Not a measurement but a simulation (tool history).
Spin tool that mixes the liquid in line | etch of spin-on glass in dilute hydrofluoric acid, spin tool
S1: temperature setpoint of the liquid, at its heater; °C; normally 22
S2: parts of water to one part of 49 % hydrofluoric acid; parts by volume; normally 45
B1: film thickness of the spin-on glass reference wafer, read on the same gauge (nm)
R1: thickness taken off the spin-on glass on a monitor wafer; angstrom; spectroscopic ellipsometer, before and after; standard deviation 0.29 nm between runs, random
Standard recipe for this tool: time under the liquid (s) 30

{"run": 1, "hour": 0.0, "S1": 22, "S2": 45, "time under the liquid (s)": 30, "B1": 40.02, "R1": 308.5}
{"run": 2, "hour": 35.1, "S1": 22, "S2": 45, "time under the liquid (s)": 30, "B1": 40.02, "R1": 308.3}
{"run": 3, "hour": 61.0, "S1": 22, "S2": 45, "time under the liquid (s)": 30, "B1": 39.97, "R1": 306.9}
{"run": 4, "hour": 96.1, "S1": 22, "S2": 45, "time under the liquid (s)": 30, "B1": 39.98, "R1": 310.3}
{"run": 5, "hour": 127.4, "S1": 22, "S2": 45, "time under the liquid (s)": 15, "B1": 40, "R1": 153.2}
{"run": 6, "hour": 156.5, "S1": 22, "S2": 45, "time under the liquid (s)": 15, "B1": 39.97, "R1": 151.8}
{"run": 7, "hour": 176.9, "S1": 22, "S2": 45, "time under the liquid (s)": 30, "B1": 39.98, "R1": 305.2}
{"run": 8, "hour": 201.7, "S1": 22, "S2": 45, "time under the liquid (s)": 30, "B1": 39.98, "R1": 302.5}
{"run": 9, "hour": 231.1, "S1": 22, "S2": 45, "time under the liquid (s)": 30, "B1": 40.02, "R1": 302}
{"hour": 253.5, "done": "hydrofluoric acid flow meter replaced"}
{"run": 10, "hour": 257.0, "S1": 22, "S2": 40, "time under the liquid (s)": 30, "B1": 40, "R1": 369}
{"run": 11, "hour": 271.2, "S1": 22, "S2": 40, "time under the liquid (s)": 30, "B1": 40.02, "R1": 370.7}
{"run": 12, "hour": 297.8, "S1": 22, "S2": 40, "time under the liquid (s)": 30, "B1": 39.95, "R1": 363}
{"hour": 330.0, "done": "gauge calibrated"}
{"run": 13, "hour": 330.2, "S1": 22, "S2": 45, "time under the liquid (s)": 30, "B1": 40, "R1": 325.7}
{"run": 14, "hour": 359.1, "S1": 17, "S2": 30, "time under the liquid (s)": 15, "B1": 40.02, "R1": 200.6}
{"run": 15, "hour": 384.4, "S1": 22, "S2": 45, "time under the liquid (s)": 30, "B1": 39.98, "R1": 323.8}
{"run": 16, "hour": 398.3, "S1": 22, "S2": 40, "time under the liquid (s)": 30, "B1": 39.99, "R1": 367.1}
{"run": 17, "hour": 421.8, "S1": 22, "S2": 45, "time under the liquid (s)": 30, "B1": 40, "R1": 324.3}
{"hour": 438.5, "done": "thermometer replaced"}
{"run": 18, "hour": 450.9, "S1": 20.5, "S2": 35, "time under the liquid (s)": 25, "B1": 39.98, "R1": 326}
{"run": 19, "hour": 467.7, "S1": 22, "S2": 45, "time under the liquid (s)": 30, "B1": 39.98, "R1": 315}
{"run": 20, "hour": 486.7, "S1": 22, "S2": 45, "time under the liquid (s)": 30, "B1": 40.05, "R1": 314.6}
{"run": 21, "hour": 516.5, "S1": 22, "S2": 65, "time under the liquid (s)": 45, "B1": 40.02, "R1": 323.1}
{"run": 22, "hour": 535.3, "S1": 22, "S2": 25, "time under the liquid (s)": 30, "B1": 40.01, "R1": 585.9}
{"run": 23, "hour": 564.1, "S1": 25, "S2": 45, "time under the liquid (s)": 25, "B1": 40, "R1": 297.9}
{"run": 24, "hour": 584.1, "S1": 20.5, "S2": 45, "time under the liquid (s)": 45, "B1": 40.03, "R1": 440.7}
{"run": 25, "hour": 617.9, "S1": 26, "S2": 45, "time under the liquid (s)": 50, "B1": 40, "R1": 616.6}
{"run": 26, "hour": 649.8, "S1": 25.5, "S2": 30, "time under the liquid (s)": 45, "B1": 40.02, "R1": 835.9}

Here are 5 independent what-if runs from the current tool condition. What would each one return?
{"run": "A", "hour": 650.2, "S1": 22, "S2": 45, "time under the liquid (s)": 25, "B1": "?", "R1": "?"}
{"run": "B", "hour": 650.2, "S1": 18.5, "S2": 30, "time under the liquid (s)": 30, "B1": "?", "R1": "?"}
{"run": "C", "hour": 650.2, "S1": 22, "S2": 30, "time under the liquid (s)": 45, "B1": "?", "R1": "?"}
{"run": "D", "hour": 650.2, "S1": 22, "S2": 65, "time under the liquid (s)": 30, "B1": "?", "R1": "?"}
{"run": "E", "hour": 650.2, "S1": 27, "S2": 45, "time under the liquid (s)": 30, "B1": "?", "R1": "?"}

run=A B1=40.01 R1=258.7
run=B B1=40.01 R1=408.9
run=C B1=40.01 R1=712.9
run=D B1=40.01 R1=209.3
run=E B1=40.01 R1=381.2
What these runs would have given with no unlogged condition in the tool:
run=A R1=275.7
run=B R1=435.2
run=C R1=758.9
run=D R1=223.4
run=E R1=406.5

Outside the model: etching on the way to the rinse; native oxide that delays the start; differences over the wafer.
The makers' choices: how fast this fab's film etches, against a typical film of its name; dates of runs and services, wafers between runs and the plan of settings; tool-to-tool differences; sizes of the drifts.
